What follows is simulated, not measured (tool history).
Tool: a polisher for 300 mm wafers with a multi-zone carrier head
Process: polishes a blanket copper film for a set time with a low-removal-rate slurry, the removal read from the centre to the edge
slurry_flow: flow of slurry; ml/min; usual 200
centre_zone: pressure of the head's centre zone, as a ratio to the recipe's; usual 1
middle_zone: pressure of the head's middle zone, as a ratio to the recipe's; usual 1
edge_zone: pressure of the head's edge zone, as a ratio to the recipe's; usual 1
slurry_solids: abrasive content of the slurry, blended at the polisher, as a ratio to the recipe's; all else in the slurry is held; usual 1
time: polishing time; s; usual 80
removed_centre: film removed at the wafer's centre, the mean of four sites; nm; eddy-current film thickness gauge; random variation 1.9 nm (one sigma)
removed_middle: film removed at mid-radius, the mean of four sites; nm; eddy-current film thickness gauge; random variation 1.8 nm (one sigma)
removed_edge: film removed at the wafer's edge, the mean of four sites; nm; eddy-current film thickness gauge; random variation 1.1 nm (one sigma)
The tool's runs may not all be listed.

| run | hour | slurry_flow | centre_zone | middle_zone | edge_zone | slurry_solids | time | incoming thickness of the incoming film, nm | removed_centre | removed_middle | removed_edge |
|---|---|---|---|---|---|---|---|---|---|---|---|
| 1 | 0 | 200 | 1 | 1 | 1 | 0.8 | 80 | 753.8 | 132.6 | 138.7 | 139.8 |
| 2 | 101 | 200 | 1 | 1 | 1 | 1 | 80 | 747.5 | 137.2 | 144.6 | 142.4 |
|  | 109.6 | edge zone pressure recalibrated |
| 3 | 151.2 | 200 | 1 | 1 | 1 | 1 | 80 | 758.4 | 138.1 | 139.7 | 140.4 |
| 4 | 226.1 | 200 | 1 | 1 | 1 | 1 | 80 | 771.4 | 135.6 | 138.3 | 140.4 |
|  | 231 | slurry nozzle cleaned |
| 5 | 326.9 | 200 | 1 | 1 | 1 | 1 | 80 | 758.4 | 134.2 | 140.2 | 137.6 |
| 6 | 363.9 | 200 | 1 | 1 | 1 | 1 | 80 | 753.7 | 134.4 | 136.1 | 138.7 |
|  | 375.3 | worn pad replaced by a new one, repeated, since the last time left the tool worse |
|  | 390.4 | carrier head's membrane replaced by a new one |
| 7 | 441 | 200 | 1 | 1 | 1 | 1 | 80 | 760.1 | 158.9 | 162.6 | 159.9 |
| 8 | 512.2 | 200 | 1 | 1 | 1 | 1 | 80 | 761.6 | 153 | 158 | 157.8 |
| 9 | 603.1 | 265 | 1 | 1 | 1 | 1.25 | 88 | 757.7 | 179 | 184.8 | 184.9 |
|  | 661.2 | centre zone pressure recalibrated |
| 10 | 691.8 | 200 | 1 | 1 | 1 | 1.25 | 80 | 758.3 | 159.1 | 164.4 | 163.8 |
|  | 787.2 | worn pad replaced by a new one |
| 11 | 787.7 | 200 | 1 | 1 | 0.95 | 1 | 80 | 772.5 | 159.9 | 161.1 | 160.2 |
| 12 | 846.1 | 200 | 1 | 1 | 1 | 1 | 80 | 765.1 | 158.9 | 159.8 | 161 |
| 13 | 906.7 | 240 | 1 | 1 | 1.09 | 1.25 | 98 | 764.5 | 202.9 | 206.8 | 212.5 |
|  | 970.9 | slurry nozzle cleaned |
|  | 972.3 | edge zone pressure recalibrated |
| 14 | 986 | 220 | 1 | 1 | 1 | 1 | 66 | 755.8 | 127.4 | 132.8 | 132 |
| 15 | 1090.8 | 200 | 1 | 1 | 1 | 1 | 80 | 772.8 | 149.2 | 153.3 | 154.8 |
| 16 | 1158.4 | 200 | 1 | 1 | 1.05 | 1.15 | 65 | 769.9 | 125.5 | 130.3 | 131.4 |
| 17 | 1199.7 | 200 | 1 | 1 | 1 | 1.15 | 80 | 746.9 | 151.8 | 158.2 | 160.3 |
| 18 | 1258.7 | 200 | 1 | 0.9 | 0.92 | 1 | 52 | 764.4 | 98.7 | 95 | 97.8 |
|  | 1293.6 | worn pad replaced by a new one |
| 19 | 1307.5 | 235 | 1 | 1 | 1 | 1 | 80 | 756 | 161.9 | 166.8 | 163.3 |
| 20 | 1372.6 | 200 | 1 | 1 | 1 | 1 | 80 | 755.9 | 156.3 | 157.9 | 158.3 |
| 21 | 1561.9 | 200 | 1 | 1 | 1 | 1.15 | 80 | 748.6 | 159 | 163.1 | 159.4 |
| 22 | 1610.7 | 200 | 1 | 0.94 | 1 | 1 | 80 | 757.5 | 151.5 | 149.6 | 154.9 |

Hidden state or all else? Some run-to-run changes of removed_centre, split into what the settings, what came in and random variation would give without the hidden state, and what is left for the hidden state (with any gauge scatter that isn't in both results):
The hidden state here: removal rate lost through wear of the pad, %; slurry flow missing at the pad, %; deviation of the centre zone's pressure from its setpoint, %; deviation of the edge zone's pressure from its setpoint, %.
Run 6 -> 7: worn pad replaced by a new one, repeated, since the last time left the tool worse, carrier head's membrane replaced by a new one. removed_centre +24.5 nm: hidden state +21.2, all else +3.3.
Run 10 -> 11: edge_zone 1 -> 0.95, slurry_solids 1.25 -> 1, worn pad replaced by a new one. removed_centre +0.8 nm: hidden state +8, all else -7.2.
Run 13 -> 14: slurry_flow 240 -> 220, edge_zone 1.09 -> 1, slurry_solids 1.25 -> 1, time 98 -> 66, slurry nozzle cleaned, edge zone pressure recalibrated. removed_centre -75.5 nm: hidden state +1.2, all else -76.7.
Run 18 -> 19: slurry_flow 200 -> 235, middle_zone 0.9 -> 1, edge_zone 0.92 -> 1, time 52 -> 80, worn pad replaced by a new one. removed_centre +63.2 nm: hidden state +4, all else +59.2.
